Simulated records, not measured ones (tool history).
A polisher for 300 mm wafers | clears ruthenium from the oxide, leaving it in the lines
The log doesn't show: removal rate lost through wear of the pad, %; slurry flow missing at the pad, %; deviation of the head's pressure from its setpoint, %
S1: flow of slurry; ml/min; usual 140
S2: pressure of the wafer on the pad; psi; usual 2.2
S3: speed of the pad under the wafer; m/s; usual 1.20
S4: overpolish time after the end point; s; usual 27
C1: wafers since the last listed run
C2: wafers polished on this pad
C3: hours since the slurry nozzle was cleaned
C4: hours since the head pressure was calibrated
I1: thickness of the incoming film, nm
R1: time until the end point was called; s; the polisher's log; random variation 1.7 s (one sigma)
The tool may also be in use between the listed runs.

{"run": 1, "hour": 0.0, "S1": 170, "S2": 1.6, "S3": 1.2, "S4": 27, "C1": 0, "C2": 309, "C3": 269.2, "C4": 664.8, "I1": 137.7, "R1": 159.0}
{"run": 2, "hour": 66.8, "S1": 125, "S2": 2.2, "S3": 1.46, "S4": 27, "C1": 355, "C2": 664, "C3": 336.0, "C4": 731.6, "I1": 139.6, "R1": 100.0}
{"hour": 110.2, "done": "worn pad replaced by a new one"}
{"run": 3, "hour": 117.8, "S1": 125, "S2": 2.2, "S3": 1.46, "S4": 27, "C1": 250, "C2": 40, "C3": 387.0, "C4": 782.6, "I1": 139.1, "R1": 99.5}
{"hour": 144.4, "done": "slurry nozzle cleaned"}
{"run": 4, "hour": 263.1, "S1": 125, "S2": 2.2, "S3": 1.46, "S4": 27, "C1": 767, "C2": 808, "C3": 118.7, "C4": 927.9, "I1": 141.3, "R1": 99.9}
{"hour": 283.6, "done": "worn pad replaced by a new one"}
{"run": 5, "hour": 309.1, "S1": 140, "S2": 2.2, "S3": 1.2, "S4": 27, "C1": 223, "C2": 135, "C3": 164.7, "C4": 973.9, "I1": 139.6, "R1": 118.0}
{"run": 6, "hour": 339.7, "S1": 140, "S2": 2.2, "S3": 1.2, "S4": 27, "C1": 162, "C2": 298, "C3": 195.3, "C4": 1004.5, "I1": 138.5, "R1": 119.8}
{"hour": 374.6, "done": "head pressure recalibrated"}
{"run": 7, "hour": 396.3, "S1": 140, "S2": 2.2, "S3": 1.2, "S4": 27, "C1": 290, "C2": 589, "C3": 251.9, "C4": 21.7, "I1": 141.9, "R1": 123.3}
{"run": 8, "hour": 461.0, "S1": 130, "S2": 2.2, "S3": 1.2, "S4": 27, "C1": 344, "C2": 933, "C3": 316.6, "C4": 86.4, "I1": 141.6, "R1": 123.2}
{"hour": 486.3, "done": "worn pad replaced by a new one"}
{"run": 9, "hour": 492.0, "S1": 130, "S2": 2.2, "S3": 1.2, "S4": 27, "C1": 143, "C2": 30, "C3": 347.6, "C4": 117.4, "I1": 141.6, "R1": 124.6}
{"run": 10, "hour": 526.4, "S1": 105, "S2": 2.2, "S3": 1.2, "S4": 38, "C1": 183, "C2": 213, "C3": 382.0, "C4": 151.8, "I1": 139.3, "R1": 125.0}
{"run": 11, "hour": 574.1, "S1": 140, "S2": 2.2, "S3": 1.2, "S4": 27, "C1": 253, "C2": 467, "C3": 429.7, "C4": 199.5, "I1": 139.3, "R1": 118.9}
{"run": 12, "hour": 618.1, "S1": 125, "S2": 1.8, "S3": 1.2, "S4": 27, "C1": 234, "C2": 701, "C3": 473.7, "C4": 243.5, "I1": 140.5, "R1": 150.6}
{"hour": 625.9, "done": "slurry nozzle cleaned"}
{"run": 13, "hour": 686.8, "S1": 140, "S2": 1.5, "S3": 1.2, "S4": 27, "C1": 360, "C2": 1061, "C3": 60.9, "C4": 312.2, "I1": 139.9, "R1": 173.2}
{"hour": 694.9, "done": "worn pad replaced by a new one"}
{"run": 14, "hour": 712.7, "S1": 180, "S2": 2.2, "S3": 0.88, "S4": 17, "C1": 116, "C2": 94, "C3": 86.8, "C4": 338.1, "I1": 140.4, "R1": 156.4}
{"run": 15, "hour": 769.1, "S1": 140, "S2": 2.2, "S3": 1.5, "S4": 27, "C1": 300, "C2": 394, "C3": 143.2, "C4": 394.5, "I1": 140.0, "R1": 97.7}
{"run": 16, "hour": 808.0, "S1": 110, "S2": 2.2, "S3": 1.2, "S4": 31, "C1": 207, "C2": 601, "C3": 182.1, "C4": 433.4, "I1": 140.4, "R1": 127.1}
{"run": 17, "hour": 839.6, "S1": 180, "S2": 2.2, "S3": 0.88, "S4": 17, "C1": 168, "C2": 769, "C3": 213.7, "C4": 465.0, "I1": 140.0, "R1": 155.8}
{"hour": 861.2, "done": "worn pad replaced by a new one"}
{"run": 18, "hour": 874.8, "S1": 125, "S2": 2.2, "S3": 1.46, "S4": 27, "C1": 166, "C2": 72, "C3": 248.9, "C4": 500.2, "I1": 140.1, "R1": 101.8}
{"run": 19, "hour": 915.2, "S1": 140, "S2": 2.4, "S3": 0.86, "S4": 42, "C1": 214, "C2": 287, "C3": 289.3, "C4": 540.6, "I1": 138.6, "R1": 152.6}
{"run": 20, "hour": 960.1, "S1": 125, "S2": 2.2, "S3": 1.2, "S4": 27, "C1": 238, "C2": 526, "C3": 334.2, "C4": 585.5, "I1": 141.3, "R1": 123.8}

Forecast each of these 5 alternatives for the next run:
{"run": "A", "hour": 960.6, "S1": 140, "S2": 2.8, "S3": 1.2, "S4": 27, "C1": 2, "C2": 528, "C3": 334.7, "C4": 586.0, "I1": 141.6, "R1": "?"}
{"run": "B", "hour": 960.6, "S1": 140, "S2": 2.5, "S3": 1.2, "S4": 27, "C1": 2, "C2": 528, "C3": 334.7, "C4": 586.0, "I1": 141.6, "R1": "?"}
{"run": "C", "hour": 960.6, "S1": 175, "S2": 2.2, "S3": 0.8, "S4": 27, "C1": 2, "C2": 528, "C3": 334.7, "C4": 586.0, "I1": 141.6, "R1": "?"}
{"run": "D", "hour": 960.6, "S1": 100, "S2": 2.8, "S3": 1.04, "S4": 33, "C1": 2, "C2": 528, "C3": 334.7, "C4": 586.0, "I1": 141.6, "R1": "?"}
{"run": "E", "hour": 960.6, "S1": 110, "S2": 2.2, "S3": 1.2, "S4": 21, "C1": 2, "C2": 528, "C3": 334.7, "C4": 586.0, "I1": 141.6, "R1": "?"}

run=A R1=97.2
run=B R1=108.8
run=C R1=179.2
run=D R1=119.5
run=E R1=129.2
Without the tool's hidden state the same runs would have given:
run=A R1=97.2
run=B R1=108.8
run=C R1=179.2
run=D R1=119.5
run=E R1=129.2
